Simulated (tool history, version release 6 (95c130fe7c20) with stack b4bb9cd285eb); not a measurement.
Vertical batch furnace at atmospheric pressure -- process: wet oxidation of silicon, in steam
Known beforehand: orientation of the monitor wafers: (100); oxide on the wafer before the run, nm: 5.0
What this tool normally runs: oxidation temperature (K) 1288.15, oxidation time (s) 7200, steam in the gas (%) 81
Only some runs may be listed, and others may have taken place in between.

run    hour  oxidation temperature (K)  oxidation time (s)  steam in the gas (%)  wafers since the last listed run  hours since the last temperature calibration  hours since the steam generator was serviced  hours since the gauge calibration  read-back reference wafer on the same gauge, thickness  oxide thickness on the monitor wafer (nm)
  1     0.0                    1269.15                7200                    81                                 0                                        2574.8                                         681.2                              757.8                                                  699.51                                     538.22
  2    79.7                    1288.15                7200                    81                               970                                        2654.5                                         760.9                              837.5                                                  698.26                                     602.85
  3   117.6                    1288.15                7200                    81                               461                                        2692.4                                         798.8                              875.4                                                  697.70                                     602.92
  4   186.1                    1288.15                7200                    81                               834                                        2760.9                                         867.3                              943.9                                                  697.75                                     594.41
  5   241.9                    1288.15                7200                    81                               679                                        2816.7                                         923.1                              999.7                                                  698.56                                     605.92
  6   330.8                    1288.15                7200                    81                              1082                                        2905.6                                        1012.0                             1088.6                                                  698.57                                     593.42
  7   373.8                    1288.15                7200                    81                               523                                        2948.6                                        1055.0                             1131.6                                                  697.22                                     604.49
  8   420.8                    1288.15                7200                    81                               572                                        2995.6                                        1102.0                             1178.6                                                  697.78                                     604.25
  9   505.6                    1288.15                7200                    81                              1032                                        3080.4                                        1186.8                             1263.4                                                  698.01                                     603.78
 10   548.4                    1288.15                7200                    81                               521                                        3123.2                                        1229.6                             1306.2                                                  697.68                                     596.53
 11   606.5                    1288.15                7200                    81                               707                                        3181.3                                        1287.7                             1364.3                                                  698.53                                     598.14
 12   710.6                    1288.15                7200                    81                              1267                                        3285.4                                        1391.8                             1468.4                                                  697.50                                     595.58
      774.1  -- thermocouples replaced and temperature profile calibrated
 13   774.6                    1298.15               10320                    92                               487                                           0.5                                        1455.8                             1532.4                                                  695.70                                     853.74
 14   796.6                    1305.15                7200                    81                               267                                          22.5                                        1477.8                             1554.4                                                  696.91                                     657.83
      909.4  -- steam generator serviced
 15   909.9                    1288.15                4620                    81                              1087                                         135.8                                           0.5                             1667.7                                                  698.79                                     472.46
      911.6  -- gauge calibrated
 16   941.8                    1288.15                4530                    71                               388                                         167.7                                          32.4                               30.2                                                  698.06                                     424.34
 17   991.0                    1288.15                7200                    70                               599                                         216.9                                          81.6                               79.4                                                  699.67                                     565.85
 18  1039.4                    1277.15               10410                    76                               589                                         265.3                                         130.0                              127.8                                                  697.08                                     703.76
 19  1075.8                    1274.15                4770                    72                               443                                         301.7                                         166.4                              164.2                                                  699.64                                     398.71
 20  1144.6                    1288.15                8610                    91                               837                                         370.5                                         235.2                              233.0                                                  698.03                                     732.35
 21  1224.7                    1288.15                7200                    81                               975                                         450.6                                         315.3                              313.1                                                  699.15                                     609.34
 22  1320.8                    1288.15                7200                    81                              1170                                         546.7                                         411.4                              409.2                                                  698.91                                     608.03

For each run, what was the tool's unlogged condition?
true tube temperature minus thermocouple reading, K: 0 at every run
gauge reads high (%): 0 at every run
H1: steam share off its setpoint, % of the setpoint
run     H1
  1  -6.34
  2  -6.64
  3  -6.77
  4  -6.98
  5  -7.12
  6  -7.33
  7  -7.41
  8   -7.5
  9  -7.63
 10  -7.69
 11  -7.76
 12  -7.87
 13  -7.93
 14  -7.95
 15  -0.96
 16  -1.49
 17  -2.23
 18   -2.9
 19  -3.36
 20  -4.13
 21  -4.91
 22  -5.68
